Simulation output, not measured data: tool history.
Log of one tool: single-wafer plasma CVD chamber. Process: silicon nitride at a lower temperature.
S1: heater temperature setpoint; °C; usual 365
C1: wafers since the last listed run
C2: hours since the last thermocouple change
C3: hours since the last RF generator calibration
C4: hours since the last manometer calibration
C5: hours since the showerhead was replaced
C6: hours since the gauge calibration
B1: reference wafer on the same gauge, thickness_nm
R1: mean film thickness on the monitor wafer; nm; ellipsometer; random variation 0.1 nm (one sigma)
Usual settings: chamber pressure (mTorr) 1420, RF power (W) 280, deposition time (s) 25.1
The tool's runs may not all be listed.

run 1 day=0.000 | S1=365 chamber_pressure_(mTorr)=1420 RF_power_(W)=280 deposition_time_(s)=25.1 | C1=0 C2=910.9 C3=2044.6 C4=2798.2 C5=4482.3 C6=149.1 | B1=26.840 | R1=25.226
run 2 day=1.129 | S1=365 chamber_pressure_(mTorr)=1420 RF_power_(W)=280 deposition_time_(s)=25.1 | C1=595 C2=938.0 C3=2071.7 C4=2825.3 C5=4509.4 C6=176.2 | B1=26.802 | R1=25.307
run 3 day=1.696 | S1=365 chamber_pressure_(mTorr)=1420 RF_power_(W)=280 deposition_time_(s)=25.1 | C1=299 C2=951.6 C3=2085.3 C4=2838.9 C5=4523.0 C6=189.8 | B1=26.811 | R1=25.360
run 4 day=2.671 | S1=369 chamber_pressure_(mTorr)=1420 RF_power_(W)=310 deposition_time_(s)=25.1 | C1=514 C2=975.0 C3=2108.7 C4=2862.3 C5=4546.4 C6=213.2 | B1=26.815 | R1=27.648
run 5 day=3.888 | S1=369 chamber_pressure_(mTorr)=1420 RF_power_(W)=310 deposition_time_(s)=25.1 | C1=642 C2=1004.2 C3=2137.9 C4=2891.5 C5=4575.6 C6=242.4 | B1=26.821 | R1=27.795
run 6 day=4.725 | S1=365 chamber_pressure_(mTorr)=1420 RF_power_(W)=240 deposition_time_(s)=25.1 | C1=441 C2=1024.3 C3=2158.0 C4=2911.6 C5=4595.7 C6=262.5 | B1=26.827 | R1=21.431
run 7 day=7.692 | S1=369 chamber_pressure_(mTorr)=1420 RF_power_(W)=280 deposition_time_(s)=25.1 | C1=1565 C2=1095.5 C3=2229.2 C4=2982.8 C5=4666.9 C6=333.7 | B1=26.797 | R1=25.338
-- day=7.725 gauge calibrated
-- day=8.912 capacitance manometer re-zeroed and calibrated
run 8 day=9.158 | S1=372 chamber_pressure_(mTorr)=1420 RF_power_(W)=280 deposition_time_(s)=25.1 | C1=598 C2=1130.7 C3=2264.4 C4=5.9 C5=4702.1 C6=34.4 | B1=26.810 | R1=25.239
run 9 day=10.050 | S1=365 chamber_pressure_(mTorr)=1420 RF_power_(W)=280 deposition_time_(s)=20.3 | C1=470 C2=1152.1 C3=2285.8 C4=27.3 C5=4723.5 C6=55.8 | B1=26.769 | R1=20.465
run 10 day=13.600 | S1=377 chamber_pressure_(mTorr)=1580 RF_power_(W)=280 deposition_time_(s)=25.1 | C1=1873 C2=1237.3 C3=2371.0 C4=112.5 C5=4808.7 C6=141.0 | B1=26.744 | R1=25.574
-- day=14.550 RF generator calibrated
-- day=14.708 thermocouple changed; heater temperature recalibrated
run 11 day=14.933 | S1=373 chamber_pressure_(mTorr)=1160 RF_power_(W)=260 deposition_time_(s)=25.1 | C1=442 C2=5.4 C3=9.2 C4=144.5 C5=4840.7 C6=173.0 | B1=26.784 | R1=23.740
-- day=15.304 showerhead replaced
run 12 day=16.188 | S1=377 chamber_pressure_(mTorr)=1640 RF_power_(W)=260 deposition_time_(s)=21.0 | C1=485 C2=35.5 C3=39.3 C4=174.6 C5=21.2 C6=203.1 | B1=26.832 | R1=22.018
run 13 day=17.258 | S1=351 chamber_pressure_(mTorr)=1420 RF_power_(W)=280 deposition_time_(s)=25.1 | C1=565 C2=61.2 C3=65.0 C4=200.3 C5=46.9 C6=228.8 | B1=26.821 | R1=27.429
run 14 day=17.933 | S1=377 chamber_pressure_(mTorr)=1580 RF_power_(W)=280 deposition_time_(s)=25.1 | C1=356 C2=77.4 C3=81.2 C4=216.5 C5=63.1 C6=245.0 | B1=26.787 | R1=28.032
run 15 day=19.133 | S1=372 chamber_pressure_(mTorr)=1120 RF_power_(W)=245 deposition_time_(s)=21.4 | C1=633 C2=106.2 C3=110.0 C4=245.3 C5=91.9 C6=273.8 | B1=26.776 | R1=18.671
run 16 day=20.221 | S1=365 chamber_pressure_(mTorr)=1420 RF_power_(W)=280 deposition_time_(s)=28.0 | C1=573 C2=132.3 C3=136.1 C4=271.4 C5=118.0 C6=299.9 | B1=26.771 | R1=30.416
-- day=20.900 gauge calibrated
run 17 day=21.288 | S1=365 chamber_pressure_(mTorr)=1420 RF_power_(W)=280 deposition_time_(s)=25.1 | C1=562 C2=157.9 C3=161.7 C4=297.0 C5=143.6 C6=9.3 | B1=26.793 | R1=27.314

Forecast each of these 4 alternatives for the next run:
run A day=21.304 | S1=365 chamber_pressure_(mTorr)=1420 RF_power_(W)=280 deposition_time_(s)=25.1 | C1=8 C2=158.3 C3=162.1 C4=297.4 C5=144.0 C6=9.7 | B1=? | R1=?
run B day=21.304 | S1=361 chamber_pressure_(mTorr)=1420 RF_power_(W)=280 deposition_time_(s)=21.7 | C1=8 C2=158.3 C3=162.1 C4=297.4 C5=144.0 C6=9.7 | B1=? | R1=?
run C day=21.304 | S1=365 chamber_pressure_(mTorr)=1420 RF_power_(W)=280 deposition_time_(s)=22.4 | C1=8 C2=158.3 C3=162.1 C4=297.4 C5=144.0 C6=9.7 | B1=? | R1=?
run D day=21.304 | S1=351 chamber_pressure_(mTorr)=1730 RF_power_(W)=335 deposition_time_(s)=29.1 | C1=8 C2=158.3 C3=162.1 C4=297.4 C5=144.0 C6=9.7 | B1=? | R1=?

run=A B1=26.802 R1=27.314
run=B B1=26.802 R1=23.665
run=C B1=26.802 R1=24.382
run=D B1=26.802 R1=39.728
Without the tool's hidden state the same runs would have given:
run=A R1=27.608
run=B R1=23.920
run=C R1=24.645
run=D R1=40.128

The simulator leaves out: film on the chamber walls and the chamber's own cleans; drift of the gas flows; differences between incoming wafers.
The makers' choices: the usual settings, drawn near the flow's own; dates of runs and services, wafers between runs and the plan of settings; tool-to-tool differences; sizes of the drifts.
